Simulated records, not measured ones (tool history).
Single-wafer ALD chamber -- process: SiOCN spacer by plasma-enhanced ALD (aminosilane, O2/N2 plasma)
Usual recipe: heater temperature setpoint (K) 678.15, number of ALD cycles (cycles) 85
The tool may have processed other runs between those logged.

| run | hour | heater temperature setpoint (K) | number of ALD cycles (cycles) | wafers since the last listed run | hours since the last thermocouple change | hours since the gauge calibration | read-back reference wafer on the same gauge, thickness_nm | mean film thickness on the monitor wafer (Å) |
|---|---|---|---|---|---|---|---|---|
| 1 | 0 | 668.15 | 85 | 0 | 1883.9 | 611.8 | 5.875 | 51.23 |
| 2 | 43 | 668.15 | 85 | 141 | 1926.9 | 654.8 | 5.872 | 51.14 |
| 3 | 86.9 | 668.15 | 85 | 144 | 1970.8 | 698.7 | 5.866 | 51.4 |
| 4 | 128.1 | 678.15 | 85 | 135 | 2012 | 739.9 | 5.864 | 50.5 |
| 5 | 185.4 | 678.15 | 85 | 188 | 2069.3 | 797.2 | 5.864 | 50.48 |
| 6 | 398.2 | 678.15 | 85 | 699 | 2282.1 | 1010 | 5.86 | 50.67 |
| 7 | 434.3 | 678.15 | 74 | 118 | 2318.2 | 1046.1 | 5.853 | 44 |
|  | 478.4 | gauge calibrated |
| 8 | 498.7 | 678.15 | 85 | 211 | 2382.6 | 20.3 | 5.95 | 51.39 |
| 9 | 525.4 | 678.15 | 72 | 87 | 2409.3 | 47 | 5.944 | 43.3 |
| 10 | 568.1 | 678.15 | 85 | 140 | 2452 | 89.7 | 5.938 | 51.29 |
| 11 | 613.6 | 678.15 | 85 | 149 | 2497.5 | 135.2 | 5.919 | 51.06 |
| 12 | 678.3 | 678.15 | 85 | 212 | 2562.2 | 199.9 | 5.924 | 51.08 |
| 13 | 712.5 | 686.15 | 85 | 112 | 2596.4 | 234.1 | 5.914 | 50.19 |
| 14 | 755.4 | 678.15 | 85 | 141 | 2639.3 | 277 | 5.911 | 50.91 |
|  | 806.9 | thermocouple changed; heater temperature recalibrated |
| 15 | 825.1 | 671.15 | 80 | 202 | 18.2 | 346.7 | 5.907 | 48.56 |
| 16 | 855.5 | 683.15 | 72 | 99 | 48.6 | 377.1 | 5.908 | 42.62 |
| 17 | 921.9 | 683.15 | 68 | 218 | 115 | 443.5 | 5.902 | 40.27 |
| 18 | 993.9 | 682.15 | 91 | 236 | 187 | 515.5 | 5.901 | 53.97 |
| 19 | 1060.9 | 678.15 | 85 | 220 | 254 | 582.5 | 5.894 | 50.89 |
| 20 | 1092.8 | 678.15 | 79 | 104 | 285.9 | 614.4 | 5.898 | 47.01 |
| 21 | 1131.9 | 668.15 | 77 | 128 | 325 | 653.5 | 5.891 | 46.57 |
| 22 | 1174.2 | 667.15 | 85 | 139 | 367.3 | 695.8 | 5.89 | 51.58 |
| 23 | 1214 | 665.15 | 93 | 130 | 407.1 | 735.6 | 5.896 | 56.45 |

Below are 4 alternative next runs, each starting from the tool's condition after run 23. Predict each:
| A | 1214.6 | 682.15 | 85 | 1 | 407.7 | 736.2 | ? | ? |
| B | 1214.6 | 678.15 | 68 | 1 | 407.7 | 736.2 | ? | ? |
| C | 1214.6 | 668.15 | 80 | 1 | 407.7 | 736.2 | ? | ? |
| D | 1214.6 | 669.15 | 92 | 1 | 407.7 | 736.2 | ? | ? |

| run | read-back reference wafer on the same gauge, thickness_nm | mean film thickness on the monitor wafer (Å) |
|---|---|---|
| A | 5.898 | 50.3 |
| B | 5.898 | 40.67 |
| C | 5.898 | 48.58 |
| D | 5.898 | 55.87 |
Take away the tool's hidden state, keep each run's random variation, and the runs would have read:
| run | mean film thickness on the monitor wafer (Å) |
|---|---|
| A | 50.61 |
| B | 40.93 |
| C | 48.88 |
| D | 56.22 |
